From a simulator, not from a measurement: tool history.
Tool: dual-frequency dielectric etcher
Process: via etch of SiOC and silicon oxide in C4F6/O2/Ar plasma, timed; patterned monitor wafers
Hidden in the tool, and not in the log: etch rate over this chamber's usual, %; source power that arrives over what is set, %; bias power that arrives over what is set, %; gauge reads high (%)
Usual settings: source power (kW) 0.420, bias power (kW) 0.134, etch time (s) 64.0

run	hour	source power (kW)	bias power (kW)	etch time (s)	wafers since the last listed run	hours since the last wet clean	hours since the last source power generator calibration	hours since the last bias power generator calibration	hours since the last upper electrode change	hours since the gauge calibration	read-back reference wafer on the same gauge, depth_nm	mean etch depth across the wafer (Å)
1	0.0	0.420	0.113	64.0	0	331.7	2838.3	3364.8	1745.3	1932.4	89.3	711
2	48.4	0.420	0.111	64.0	621	380.1	2886.7	3413.2	1793.7	1980.8	89.3	708
3	94.2	0.420	0.111	64.0	588	425.9	2932.5	3459.0	1839.5	2026.6	89.3	708
# hour 131.0: source power generator calibrated
# hour 197.3: bias power generator calibrated
4	237.3	0.420	0.134	79.0	1734	569.0	106.3	40.0	1982.6	2169.7	89.3	913
5	273.0	0.420	0.134	79.0	458	604.7	142.0	75.7	2018.3	2205.4	89.2	910
6	318.5	0.420	0.134	64.0	584	650.2	187.5	121.2	2063.8	2250.9	89.3	739
# hour 359.9: wet clean of the chamber
7	387.0	0.420	0.134	64.0	571	27.1	256.0	189.7	2132.3	2319.4	89.3	747
8	413.8	0.420	0.134	64.0	344	53.9	282.8	216.5	2159.1	2346.2	89.3	746
9	450.7	0.420	0.134	64.0	473	90.8	319.7	253.4	2196.0	2383.1	89.4	751
# hour 455.7: gauge calibrated
10	502.0	0.480	0.167	64.0	658	142.1	371.0	304.7	2247.3	46.3	89.3	818
# hour 640.7: upper electrode replaced
11	702.4	0.420	0.124	80.0	2264	342.5	571.4	505.1	61.7	246.7	89.3	911
12	743.6	0.330	0.134	64.0	528	383.7	612.6	546.3	102.9	287.9	89.4	697
13	809.1	0.420	0.159	64.0	840	449.2	678.1	611.8	168.4	353.4	89.3	772
14	928.2	0.420	0.109	64.0	1529	568.3	797.2	730.9	287.5	472.5	89.3	702
15	995.5	0.420	0.134	64.0	864	635.6	864.5	798.2	354.8	539.8	89.2	736
# hour 1078.2: wet clean of the chamber
16	1078.7	0.420	0.134	81.0	760	0.5	947.7	881.4	438.0	623.0	89.2	944
17	1121.3	0.480	0.106	64.0	546	43.1	990.3	924.0	480.6	665.6	89.3	730
18	1163.4	0.390	0.110	53.0	540	85.2	1032.4	966.1	522.7	707.7	89.4	574
19	1213.6	0.360	0.122	77.5	644	135.4	1082.6	1016.3	572.9	757.9	89.3	843
20	1246.4	0.420	0.134	64.0	421	168.2	1115.4	1049.1	605.7	790.7	89.3	745
21	1316.7	0.470	0.107	47.5	902	238.5	1185.7	1119.4	676.0	861.0	89.3	537
22	1376.0	0.420	0.134	64.0	761	297.8	1245.0	1178.7	735.3	920.3	89.2	741
23	1406.0	0.520	0.145	47.0	385	327.8	1275.0	1208.7	765.3	950.3	89.3	589
24	1443.1	0.520	0.134	64.0	476	364.9	1312.1	1245.8	802.4	987.4	89.3	784
25	1471.1	0.420	0.134	49.5	359	392.9	1340.1	1273.8	830.4	1015.4	89.3	575
26	1534.8	0.420	0.134	64.0	817	456.6	1403.8	1337.5	894.1	1079.1	89.2	740
27	1584.5	0.510	0.145	50.0	638	506.3	1453.5	1387.2	943.8	1128.8	89.2	620
28	1612.4	0.420	0.149	64.0	358	534.2	1481.4	1415.1	971.7	1156.7	89.4	758
29	1673.3	0.420	0.134	64.0	781	595.1	1542.3	1476.0	1032.6	1217.6	89.4	738
30	1729.6	0.420	0.134	81.5	722	651.4	1598.6	1532.3	1088.9	1273.9	89.3	939

Forecast each of these 4 alternatives for the next run:
A	1730.0	0.420	0.134	64.0	5	651.8	1599.0	1532.7	1089.3	1274.3	?	?
B	1730.0	0.420	0.120	82.0	5	651.8	1599.0	1532.7	1089.3	1274.3	?	?
C	1730.0	0.420	0.134	75.0	5	651.8	1599.0	1532.7	1089.3	1274.3	?	?
D	1730.0	0.420	0.117	51.0	5	651.8	1599.0	1532.7	1089.3	1274.3	?	?

run	read-back reference wafer on the same gauge, depth_nm	mean etch depth across the wafer (Å)
A	89.3	734
B	89.3	914
C	89.3	860
D	89.3	565
Without the tool's hidden state the same runs would have given:
run	mean etch depth across the wafer (Å)
A	745
B	928
C	873
D	574

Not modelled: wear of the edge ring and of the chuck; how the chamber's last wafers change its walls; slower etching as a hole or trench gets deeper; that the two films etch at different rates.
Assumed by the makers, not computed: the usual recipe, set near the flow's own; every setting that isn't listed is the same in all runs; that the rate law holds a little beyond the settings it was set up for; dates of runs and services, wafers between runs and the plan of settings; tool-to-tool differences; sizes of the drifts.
